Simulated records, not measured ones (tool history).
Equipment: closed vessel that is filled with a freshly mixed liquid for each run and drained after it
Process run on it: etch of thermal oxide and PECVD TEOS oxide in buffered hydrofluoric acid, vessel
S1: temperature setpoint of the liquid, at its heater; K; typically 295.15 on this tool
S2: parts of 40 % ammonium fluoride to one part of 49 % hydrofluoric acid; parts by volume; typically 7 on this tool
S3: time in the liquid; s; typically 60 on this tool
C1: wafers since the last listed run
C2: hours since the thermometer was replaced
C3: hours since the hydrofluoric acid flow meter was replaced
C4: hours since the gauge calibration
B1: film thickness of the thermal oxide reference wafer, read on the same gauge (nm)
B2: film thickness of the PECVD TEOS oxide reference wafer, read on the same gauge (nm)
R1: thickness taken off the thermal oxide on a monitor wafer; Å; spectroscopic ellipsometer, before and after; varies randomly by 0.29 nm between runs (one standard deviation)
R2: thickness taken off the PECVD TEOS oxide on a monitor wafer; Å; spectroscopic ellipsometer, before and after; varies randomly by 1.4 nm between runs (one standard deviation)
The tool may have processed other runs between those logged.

run,hour,S1,S2,S3,C1,C2,C3,C4,B1,B2,R1,R2
1,0,295.15,7,60,0,1037.4,416.9,1697.1,130,60.01,864.3,2624.9
2,40.2,291.15,7,60,4193,1077.6,457.1,1737.3,129.99,60,685.7,2072.6
3,74.3,291.15,7,60,3557,1111.7,491.2,1771.4,130,59.99,688.9,2073.5
4,163.8,291.15,7,60,9336,1201.2,580.7,1860.9,130.02,59.99,686.8,2072.7
5,197.4,295.15,7,60,3504,1234.8,614.3,1894.5,129.99,60.01,863,2594.7
6,248.3,295.15,5.5,80,5309,1285.7,665.2,1945.4,130,60,1419.9,4234.3
# hour 300.3: thermometer replaced
# hour 303: gauge calibrated
7,309.9,290.65,7,30,6321,9.6,726.8,6.9,130.01,59.99,342.5,1032.1
8,364.6,297.15,5,60,5705,64.3,781.5,61.6,130.01,60.02,1308.4,3964.6
9,413.4,297.15,5,60,5090,113.1,830.3,110.4,130.02,60.02,1316.4,3998.4
10,454.2,290.65,5,35,4255,153.9,871.1,151.2,130,59.99,532.7,1608.7
11,503.8,295.15,7,60,5173,203.5,920.7,200.8,129.98,60,884.1,2668.7
12,553.1,293.15,7,90,5142,252.8,970,250.1,130,60.01,1189.2,3570.7
13,607.1,295.15,6,60,5632,306.8,1024,304.1,130.01,60.01,1008.3,3036
14,678.9,290.65,5,90,7489,378.6,1095.8,375.9,130.01,59.99,1374.1,4172.9
15,708.8,291.65,8,30,3118,408.5,1125.7,405.8,130.03,60.02,317.2,949.5
# hour 767.8: hydrofluoric acid flow meter replaced
16,790.7,295.15,7,80,8438,490.4,22.9,487.7,130,59.99,1151.6,3464.4

Run 17 comes next. What will it give?
17,833.4,290.65,8.5,70,4454,533.1,65.6,530.4,?,?,?,?

B1: 130
B2: 60.01
R1: 631.7 Å
R2: 1908.5 Å
Without the tool's hidden state the same run would have given R1 637.2 Å, R2 1924.9 Å.
